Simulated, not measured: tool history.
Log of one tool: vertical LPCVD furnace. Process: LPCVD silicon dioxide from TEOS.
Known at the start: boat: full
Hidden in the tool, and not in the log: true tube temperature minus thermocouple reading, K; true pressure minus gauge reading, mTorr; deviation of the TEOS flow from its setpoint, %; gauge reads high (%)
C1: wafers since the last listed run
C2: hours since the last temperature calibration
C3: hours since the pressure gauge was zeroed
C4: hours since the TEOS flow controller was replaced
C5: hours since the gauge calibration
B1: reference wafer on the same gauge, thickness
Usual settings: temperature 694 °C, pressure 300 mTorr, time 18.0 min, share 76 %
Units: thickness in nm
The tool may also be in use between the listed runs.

{"run": 1, "hour": 0.0, "temperature": 694, "pressure": 300, "time": 18.0, "share": 76, "C1": 0, "C2": 3960.0, "C3": 2319.7, "C4": 3503.6, "C5": 694.8, "B1": 105.02, "thickness": 134.45}
{"run": 2, "hour": 32.6, "temperature": 694, "pressure": 300, "time": 18.0, "share": 76, "C1": 602, "C2": 3992.6, "C3": 2352.3, "C4": 3536.2, "C5": 727.4, "B1": 105.05, "thickness": 134.18}
{"run": 3, "hour": 66.4, "temperature": 694, "pressure": 300, "time": 20.0, "share": 76, "C1": 624, "C2": 4026.4, "C3": 2386.1, "C4": 3570.0, "C5": 761.2, "B1": 104.99, "thickness": 148.98}
{"run": 4, "hour": 113.2, "temperature": 694, "pressure": 300, "time": 18.0, "share": 87, "C1": 864, "C2": 4073.2, "C3": 2432.9, "C4": 3616.8, "C5": 808.0, "B1": 104.96, "thickness": 143.47}
{"run": 5, "hour": 153.9, "temperature": 694, "pressure": 300, "time": 18.0, "share": 76, "C1": 751, "C2": 4113.9, "C3": 2473.6, "C4": 3657.5, "C5": 848.7, "B1": 105.03, "thickness": 134.18}
{"run": 6, "hour": 223.4, "temperature": 694, "pressure": 300, "time": 18.0, "share": 76, "C1": 1283, "C2": 4183.4, "C3": 2543.1, "C4": 3727.0, "C5": 918.2, "B1": 105.0, "thickness": 133.85}
{"run": 7, "hour": 268.5, "temperature": 694, "pressure": 300, "time": 18.0, "share": 82, "C1": 832, "C2": 4228.5, "C3": 2588.2, "C4": 3772.1, "C5": 963.3, "B1": 104.99, "thickness": 138.98}
{"hour": 321.9, "done": "TEOS flow controller replaced"}
{"run": 8, "hour": 334.9, "temperature": 694, "pressure": 300, "time": 18.0, "share": 82, "C1": 783, "C2": 4294.9, "C3": 2654.6, "C4": 13.0, "C5": 1029.7, "B1": 104.97, "thickness": 139.84}
{"run": 9, "hour": 399.7, "temperature": 694, "pressure": 300, "time": 18.0, "share": 82, "C1": 1196, "C2": 4359.7, "C3": 2719.4, "C4": 77.8, "C5": 1094.5, "B1": 105.03, "thickness": 139.59}
{"run": 10, "hour": 469.6, "temperature": 694, "pressure": 300, "time": 18.0, "share": 76, "C1": 1291, "C2": 4429.6, "C3": 2789.3, "C4": 147.7, "C5": 1164.4, "B1": 105.01, "thickness": 134.29}
{"hour": 508.6, "done": "pressure gauge zeroed"}
{"run": 11, "hour": 515.9, "temperature": 694, "pressure": 300, "time": 18.0, "share": 76, "C1": 411, "C2": 4475.9, "C3": 7.3, "C4": 194.0, "C5": 1210.7, "B1": 104.92, "thickness": 134.54}
{"run": 12, "hour": 553.0, "temperature": 694, "pressure": 300, "time": 18.0, "share": 76, "C1": 685, "C2": 4513.0, "C3": 44.4, "C4": 231.1, "C5": 1247.8, "B1": 104.99, "thickness": 134.62}
{"run": 13, "hour": 599.4, "temperature": 694, "pressure": 235, "time": 18.0, "share": 76, "C1": 856, "C2": 4559.4, "C3": 90.8, "C4": 277.5, "C5": 1294.2, "B1": 104.95, "thickness": 118.83}
{"run": 14, "hour": 634.0, "temperature": 682, "pressure": 240, "time": 20.0, "share": 71, "C1": 639, "C2": 4594.0, "C3": 125.4, "C4": 312.1, "C5": 1328.8, "B1": 104.99, "thickness": 97.28}
{"run": 15, "hour": 666.2, "temperature": 685, "pressure": 230, "time": 20.5, "share": 82, "C1": 594, "C2": 4626.2, "C3": 157.6, "C4": 344.3, "C5": 1361.0, "B1": 104.93, "thickness": 112.42}
{"run": 16, "hour": 710.1, "temperature": 687, "pressure": 230, "time": 25.0, "share": 62, "C1": 810, "C2": 4670.1, "C3": 201.5, "C4": 388.2, "C5": 1404.9, "B1": 104.94, "thickness": 124.68}
{"hour": 787.1, "done": "thermocouples replaced and temperature profile calibrated"}
{"run": 17, "hour": 787.6, "temperature": 686, "pressure": 360, "time": 18.0, "share": 89, "C1": 988, "C2": 0.5, "C3": 279.0, "C4": 465.7, "C5": 1482.4, "B1": 104.86, "thickness": 126.47}
{"run": 18, "hour": 925.3, "temperature": 694, "pressure": 335, "time": 11.5, "share": 76, "C1": 2543, "C2": 138.2, "C3": 416.7, "C4": 603.4, "C5": 1620.1, "B1": 104.99, "thickness": 87.34}
{"hour": 940.7, "done": "gauge calibrated"}
{"run": 19, "hour": 989.0, "temperature": 701, "pressure": 230, "time": 24.0, "share": 68, "C1": 1176, "C2": 201.9, "C3": 480.4, "C4": 667.1, "C5": 48.3, "B1": 105.07, "thickness": 167.85}
{"run": 20, "hour": 1057.4, "temperature": 694, "pressure": 300, "time": 18.0, "share": 76, "C1": 1263, "C2": 270.3, "C3": 548.8, "C4": 735.5, "C5": 116.7, "B1": 105.03, "thickness": 129.57}
{"run": 21, "hour": 1126.0, "temperature": 689, "pressure": 245, "time": 11.5, "share": 76, "C1": 1266, "C2": 338.9, "C3": 617.4, "C4": 804.1, "C5": 185.3, "B1": 105.01, "thickness": 66.25}
{"run": 22, "hour": 1156.4, "temperature": 703, "pressure": 255, "time": 18.0, "share": 76, "C1": 561, "C2": 369.3, "C3": 647.8, "C4": 834.5, "C5": 215.7, "B1": 105.02, "thickness": 147.85}
{"run": 23, "hour": 1204.4, "temperature": 694, "pressure": 300, "time": 18.0, "share": 76, "C1": 886, "C2": 417.3, "C3": 695.8, "C4": 882.5, "C5": 263.7, "B1": 105.02, "thickness": 129.63}
{"run": 24, "hour": 1276.0, "temperature": 694, "pressure": 300, "time": 22.0, "share": 81, "C1": 1322, "C2": 488.9, "C3": 767.4, "C4": 954.1, "C5": 335.3, "B1": 105.03, "thickness": 163.66}
{"run": 25, "hour": 1312.9, "temperature": 694, "pressure": 300, "time": 20.5, "share": 76, "C1": 681, "C2": 525.8, "C3": 804.3, "C4": 991.0, "C5": 372.2, "B1": 105.0, "thickness": 148.21}
{"run": 26, "hour": 1374.7, "temperature": 688, "pressure": 250, "time": 11.5, "share": 84, "C1": 1141, "C2": 587.6, "C3": 866.1, "C4": 1052.8, "C5": 434.0, "B1": 105.09, "thickness": 69.1}
{"run": 27, "hour": 1417.0, "temperature": 684, "pressure": 340, "time": 24.0, "share": 91, "C1": 781, "C2": 629.9, "C3": 908.4, "C4": 1095.1, "C5": 476.3, "B1": 105.02, "thickness": 159.26}
{"run": 28, "hour": 1487.5, "temperature": 698, "pressure": 300, "time": 18.0, "share": 76, "C1": 1302, "C2": 700.4, "C3": 978.9, "C4": 1165.6, "C5": 546.8, "B1": 104.98, "thickness": 143.63}
{"run": 29, "hour": 1570.7, "temperature": 694, "pressure": 300, "time": 14.5, "share": 76, "C1": 1536, "C2": 783.6, "C3": 1062.1, "C4": 1248.8, "C5": 630.0, "B1": 105.01, "thickness": 105.41}
{"run": 30, "hour": 1641.8, "temperature": 694, "pressure": 325, "time": 18.0, "share": 63, "C1": 1313, "C2": 854.7, "C3": 1133.2, "C4": 1319.9, "C5": 701.1, "B1": 105.0, "thickness": 123.76}
{"run": 31, "hour": 1683.1, "temperature": 694, "pressure": 300, "time": 18.0, "share": 91, "C1": 762, "C2": 896.0, "C3": 1174.5, "C4": 1361.2, "C5": 742.4, "B1": 105.09, "thickness": 143.75}

What the log doesn't show, run by run:
true pressure minus gauge reading, mTorr: 0 in every run
deviation of the TEOS flow from its setpoint, %: 0 in every run
gauge reads high (%): 0 in every run
H1: true tube temperature minus thermocouple reading, K
run=1 H1=1.88
run=2 H1=1.88
run=3 H1=1.88
run=4 H1=1.89
run=5 H1=1.89
run=6 H1=1.89
run=7 H1=1.9
run=8 H1=1.9
run=9 H1=1.9
run=10 H1=1.91
run=11 H1=1.91
run=12 H1=1.91
run=13 H1=1.91
run=14 H1=1.92
run=15 H1=1.92
run=16 H1=1.92
run=17 H1=0.0693
run=18 H1=0.235
run=19 H1=0.306
run=20 H1=0.379
run=21 H1=0.449
run=22 H1=0.478
run=23 H1=0.524
run=24 H1=0.589
run=25 H1=0.622
run=26 H1=0.674
run=27 H1=0.708
run=28 H1=0.763
run=29 H1=0.825
run=30 H1=0.874
run=31 H1=0.902
